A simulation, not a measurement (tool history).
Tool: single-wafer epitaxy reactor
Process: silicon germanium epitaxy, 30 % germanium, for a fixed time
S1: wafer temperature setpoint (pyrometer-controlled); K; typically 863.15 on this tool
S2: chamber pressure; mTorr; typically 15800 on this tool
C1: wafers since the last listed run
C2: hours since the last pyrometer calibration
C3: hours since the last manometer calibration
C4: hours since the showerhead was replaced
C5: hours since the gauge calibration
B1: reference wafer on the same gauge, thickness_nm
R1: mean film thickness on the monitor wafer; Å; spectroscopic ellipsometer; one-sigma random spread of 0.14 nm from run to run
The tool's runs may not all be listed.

Run 1, hour 0: usual settings; C1 0; C2 517; C3 2802.2; C4 4326.3; C5 79.2; B1 44.012. Result: R1 453.82 Å.
Run 2, hour 14.1: usual settings; C1 161; C2 531.1; C3 2816.3; C4 4340.4; C5 93.3; B1 43.984. Result: R1 454.37 Å.
Run 3, hour 26.8: usual settings; C1 145; C2 543.8; C3 2829; C4 4353.1; C5 106; B1 43.97. Result: R1 455.01 Å.
Run 4, hour 54: usual settings but S1 856.15 K; C1 312; C2 571; C3 2856.2; C4 4380.3; C5 133.2; B1 43.983. Result: R1 389.73 Å.
Run 5, hour 66.9: usual settings but S1 856.15 K; C1 148; C2 583.9; C3 2869.1; C4 4393.2; C5 146.1; B1 43.973. Result: R1 388.54 Å.
Run 6, hour 85.8: usual settings but S1 856.15 K; C1 217; C2 602.8; C3 2888; C4 4412.1; C5 165; B1 44.01. Result: R1 391.32 Å.
Run 7, hour 106.2: usual settings; C1 234; C2 623.2; C3 2908.4; C4 4432.5; C5 185.4; B1 43.981. Result: R1 451.3 Å.
Run 8, hour 130.9: usual settings but S1 853.15 K; C1 283; C2 647.9; C3 2933.1; C4 4457.2; C5 210.1; B1 44.059. Result: R1 364 Å.
Run 9, hour 194.6: usual settings but S1 853.15 K; C1 731; C2 711.6; C3 2996.8; C4 4520.9; C5 273.8; B1 44.023. Result: R1 362.65 Å.
At hour 209.3: capacitance manometer re-zeroed and calibrated.
Run 10, hour 209.8: usual settings but S1 853.15 K; C1 82; C2 726.8; C3 0.5; C4 4536.1; C5 289; B1 44.025. Result: R1 363.17 Å.
Run 11, hour 244.7: usual settings; C1 400; C2 761.7; C3 35.4; C4 4571; C5 323.9; B1 44.013. Result: R1 449.94 Å.
Run 12, hour 272.2: usual settings; C1 315; C2 789.2; C3 62.9; C4 4598.5; C5 351.4; B1 44. Result: R1 450.3 Å.
Run 13, hour 288.1: usual settings but S1 851.15 K; C1 182; C2 805.1; C3 78.8; C4 4614.4; C5 367.3; B1 44.03. Result: R1 344.75 Å.
Run 14, hour 322.3: usual settings but S2 13700 mTorr; C1 392; C2 839.3; C3 113; C4 4648.6; C5 401.5; B1 44.015. Result: R1 421.02 Å.
At hour 328.7: gauge calibrated.
Run 15, hour 357.8: usual settings but S1 857.15 K, S2 14300 mTorr; C1 407; C2 874.8; C3 148.5; C4 4684.1; C5 29.1; B1 44.024. Result: R1 377.48 Å.
Run 16, hour 387.1: usual settings but S1 855.15 K, S2 14600 mTorr; C1 336; C2 904.1; C3 177.8; C4 4713.4; C5 58.4; B1 44.015. Result: R1 364.39 Å.
At hour 399.7: showerhead replaced.
Run 17, hour 412.3: usual settings; C1 197; C2 929.3; C3 203; C4 12.6; C5 83.6; B1 44.002. Result: R1 450.26 Å.
Run 18, hour 426.5: usual settings but S1 872.15 K; C1 163; C2 943.5; C3 217.2; C4 26.8; C5 97.8; B1 43.978. Result: R1 544.07 Å.
At hour 445.8: pyrometer calibrated.
Run 19, hour 446.3: usual settings but S1 851.15 K, S2 17700 mTorr; C1 135; C2 0.5; C3 237; C4 46.6; C5 117.6; B1 44.022. Result: R1 384.03 Å.
Run 20, hour 472.2: usual settings; C1 297; C2 26.4; C3 262.9; C4 72.5; C5 143.5; B1 44.005. Result: R1 475.35 Å.
Run 21, hour 521.8: usual settings but S1 859.15 K; C1 569; C2 76; C3 312.5; C4 122.1; C5 193.1; B1 44.016. Result: R1 431.86 Å.
Run 22, hour 548.2: usual settings but S1 871.15 K; C1 303; C2 102.4; C3 338.9; C4 148.5; C5 219.5; B1 44.001. Result: R1 556.19 Å.
Run 23, hour 561.7: usual settings but S1 856.15 K; C1 155; C2 115.9; C3 352.4; C4 162; C5 233; B1 44.021. Result: R1 403.6 Å.
Run 24, hour 577.9: usual settings; C1 186; C2 132.1; C3 368.6; C4 178.2; C5 249.2; B1 43.976. Result: R1 465.48 Å.
Run 25, hour 612.4: usual settings; C1 396; C2 166.6; C3 403.1; C4 212.7; C5 283.7; B1 43.99. Result: R1 461.32 Å.
Run 26, hour 624.5: usual settings but S1 877.15 K; C1 138; C2 178.7; C3 415.2; C4 224.8; C5 295.8; B1 43.973. Result: R1 626.49 Å.
Run 27, hour 651.6: usual settings but S1 867.15 K, S2 14400 mTorr; C1 311; C2 205.8; C3 442.3; C4 251.9; C5 322.9; B1 43.97. Result: R1 485.17 Å.
Run 28, hour 668.4: usual settings but S1 850.15 K, S2 18400 mTorr; C1 192; C2 222.6; C3 459.1; C4 268.7; C5 339.7; B1 43.989. Result: R1 371.94 Å.

What if the next run were any one of these 4? Each begins from the tool's condition after run 28:
Run A, hour 668.8: usual settings; C1 4; C2 223; C3 459.5; C4 269.1; C5 340.1; B1 ?. Result: R1 ?.
Run B, hour 668.8: usual settings but S2 14800 mTorr; C1 4; C2 223; C3 459.5; C4 269.1; C5 340.1; B1 ?. Result: R1 ?.
Run C, hour 668.8: usual settings but S2 19200 mTorr; C1 4; C2 223; C3 459.5; C4 269.1; C5 340.1; B1 ?. Result: R1 ?.
Run D, hour 668.8: usual settings but S1 877.15 K, S2 12800 mTorr; C1 4; C2 223; C3 459.5; C4 269.1; C5 340.1; B1 ?. Result: R1 ?.

run      B1      R1
  A  43.981  459.38
  B  43.981  446.25
  C  43.981  500.31
  D  43.981  560.87
With no hidden state in the tool, these same runs would have given:
run      R1
  A  471.26
  B  457.79
  C  513.25
  D  574.85
